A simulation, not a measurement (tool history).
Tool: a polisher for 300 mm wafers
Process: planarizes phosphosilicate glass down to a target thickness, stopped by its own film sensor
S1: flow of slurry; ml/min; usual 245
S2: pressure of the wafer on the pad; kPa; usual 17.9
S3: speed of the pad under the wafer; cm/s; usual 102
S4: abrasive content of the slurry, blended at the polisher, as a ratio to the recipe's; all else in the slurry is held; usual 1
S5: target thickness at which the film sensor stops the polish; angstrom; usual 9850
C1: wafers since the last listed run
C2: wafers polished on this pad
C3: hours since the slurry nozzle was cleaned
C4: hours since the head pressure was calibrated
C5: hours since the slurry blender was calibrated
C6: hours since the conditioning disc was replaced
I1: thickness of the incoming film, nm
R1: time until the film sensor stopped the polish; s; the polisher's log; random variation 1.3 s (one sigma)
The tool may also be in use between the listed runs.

run	hour	S1	S2	S3	S4	S5	C1	C2	C3	C4	C5	C6	I1	R1
1	0	245	17.9	102	1	9850	0	658	530.7	965	84.8	165.7	1886.8	108.4
2	12.1	245	17.9	102	1	9850	111	769	542.8	977.1	96.9	177.8	1899.9	110.8
3	27.9	245	17.9	102	1	9850	145	914	558.6	992.9	112.7	193.6	1922	114.5
4	41.9	245	17.9	102	1	9850	128	1043	572.6	1006.9	126.7	207.6	1946.3	118.8
5	48.4	245	17.9	102	1	9850	59	1103	579.1	1013.4	133.2	214.1	1920.9	115.4
# hour 61.2: slurry blender recalibrated
6	75	225	17.9	102	1.15	9850	226	1329	605.7	1040	13.8	240.7	1930.2	113.4
# hour 83.2: worn pad replaced by a new one
7	84.1	245	13.8	78	1	9850	46	8	614.8	1049.1	22.9	249.8	1929.4	165.5
8	94	245	13.8	78	1	9850	91	99	624.7	1059	32.8	259.7	1916.3	161.9
9	102.9	275	17.9	102	1	9850	81	181	633.6	1067.9	41.7	268.6	1875.8	111.5
# hour 106: head pressure recalibrated
10	118.9	320	22.8	102	1	9850	128	309	649.6	12.9	57.7	284.6	1885	92
# hour 128.4: conditioning disc replaced and pad reconditioned
11	134.2	295	13.8	102	1.3	10910	122	432	664.9	28.2	73	5.8	1930.5	112.6
# hour 145.9: slurry nozzle cleaned
12	150.2	300	13.1	118	1	9850	137	570	4.3	44.2	89	21.8	1918.5	115.5
13	166.9	165	13.1	102	1.25	11230	153	723	21	60.9	105.7	38.5	1900.2	108.7
14	178.7	245	17.9	132	1	9850	108	832	32.8	72.7	117.5	50.3	1919.6	91.3
15	194.3	245	17.9	102	1	9850	143	975	48.4	88.3	133.1	65.9	1945.2	111
# hour 198.2: slurry blender recalibrated
16	203.2	245	17.9	102	1	9850	63	1038	57.3	97.2	5	74.8	1888.6	104.9
17	212.9	245	12.4	102	0.7	9850	89	1128	67	106.9	14.7	84.5	1894.4	147.6
# hour 221.5: worn pad replaced by a new one
18	226.6	245	17.9	102	1	9850	89	46	80.7	120.6	28.4	98.2	1952.6	114
19	237.6	245	17.9	126	1	9850	101	147	91.7	131.6	39.4	109.2	1895.5	92.9
20	253.3	305	17.9	102	0.95	9850	144	292	107.4	147.3	55.1	124.9	1889.2	105.5
21	265.5	245	17.9	102	1	9850	112	404	119.6	159.5	67.3	137.1	1937.4	110.5
22	280.1	245	17.9	102	1	9850	134	538	134.2	174.1	81.9	151.7	1923	108.8
23	288	245	15.2	102	1.25	9850	72	611	142.1	182	89.8	159.6	1934.1	112.6
24	297.5	245	22.8	130	0.75	9850	87	698	151.6	191.5	99.3	169.1	1917.5	87.7

Expected results for the next run?
25	309.5	210	17.9	102	0.8	9850	110	808	163.6	203.5	111.3	181.1	1866.8	?

R1: 115.1 s
Take away the tool's hidden state, keep the run-to-run variation as it was, and the same run would have given R1 114.6 s.
